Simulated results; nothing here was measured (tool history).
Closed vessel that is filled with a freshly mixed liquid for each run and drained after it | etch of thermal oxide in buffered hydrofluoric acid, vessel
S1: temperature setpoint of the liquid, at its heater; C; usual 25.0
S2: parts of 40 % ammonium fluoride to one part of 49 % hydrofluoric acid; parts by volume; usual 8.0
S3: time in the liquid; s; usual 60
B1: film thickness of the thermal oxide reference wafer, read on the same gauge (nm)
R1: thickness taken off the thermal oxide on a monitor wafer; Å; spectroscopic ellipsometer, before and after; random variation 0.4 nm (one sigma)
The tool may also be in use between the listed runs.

| run | hour | S1 | S2 | S3 | B1 | R1 |
|---|---|---|---|---|---|---|
| 1 | 0.0 | 25.0 | 8.0 | 60 | 39.99 | 841.3 |
| 2 | 56.5 | 22.5 | 8.0 | 60 | 40.00 | 737.8 |
| 3 | 129.1 | 22.5 | 8.0 | 60 | 39.99 | 727.6 |
| 4 | 233.9 | 22.5 | 8.0 | 60 | 39.99 | 739.3 |
|  | 266.7 | thermometer replaced |
| 5 | 308.4 | 25.0 | 10.0 | 60 | 40.02 | 701.0 |
| 6 | 355.1 | 25.0 | 10.0 | 60 | 40.03 | 698.4 |
| 7 | 434.7 | 25.0 | 10.0 | 60 | 39.99 | 691.8 |
| 8 | 528.4 | 25.0 | 8.0 | 60 | 39.99 | 842.3 |
| 9 | 609.8 | 25.0 | 8.0 | 60 | 40.00 | 847.1 |
|  | 627.6 | hydrofluoric acid flow meter replaced |
| 10 | 652.2 | 25.0 | 8.0 | 60 | 40.01 | 842.6 |
| 11 | 690.7 | 25.0 | 8.0 | 60 | 40.02 | 845.3 |
| 12 | 729.3 | 22.5 | 7.0 | 60 | 40.01 | 842.1 |
| 13 | 995.5 | 25.0 | 8.0 | 60 | 40.00 | 840.7 |
|  | 1024.1 | gauge calibrated |
| 14 | 1046.0 | 25.0 | 8.0 | 35 | 39.99 | 492.5 |
| 15 | 1129.6 | 22.0 | 8.0 | 60 | 39.99 | 723.5 |
| 16 | 1187.6 | 25.0 | 9.5 | 75 | 40.02 | 895.4 |
| 17 | 1240.6 | 23.0 | 7.0 | 60 | 40.01 | 872.8 |
| 18 | 1306.4 | 25.0 | 8.0 | 60 | 40.00 | 848.5 |
| 19 | 1378.8 | 22.5 | 8.0 | 60 | 39.99 | 732.9 |
| 20 | 1447.2 | 25.0 | 7.0 | 70 | 39.98 | 1136.4 |
| 21 | 1495.7 | 25.0 | 8.0 | 60 | 40.00 | 845.1 |
| 22 | 1585.0 | 28.0 | 8.0 | 60 | 40.01 | 987.0 |
| 23 | 1646.8 | 29.5 | 8.0 | 30 | 40.00 | 541.8 |
|  | 1725.9 | thermometer replaced |
| 24 | 1735.0 | 25.0 | 8.0 | 60 | 40.00 | 844.6 |
| 25 | 1787.3 | 26.5 | 8.0 | 50 | 40.01 | 760.9 |
| 26 | 1828.4 | 25.0 | 6.5 | 60 | 40.00 | 1037.9 |
| 27 | 1900.8 | 20.0 | 8.0 | 85 | 40.00 | 906.8 |
|  | 1974.0 | hydrofluoric acid flow meter replaced |
| 28 | 2005.8 | 25.0 | 5.0 | 30 | 40.02 | 649.0 |
| 29 | 2073.6 | 25.0 | 8.0 | 60 | 40.00 | 852.6 |

Run 30 comes next. What will it give?
| 30 | 2179.1 | 22.0 | 5.5 | 60 | ? | ? |

Run 30 gave B1 39.99, R1 1018.4 Å.
Without the tool's hidden state the same run would have given R1 1018.4 Å.
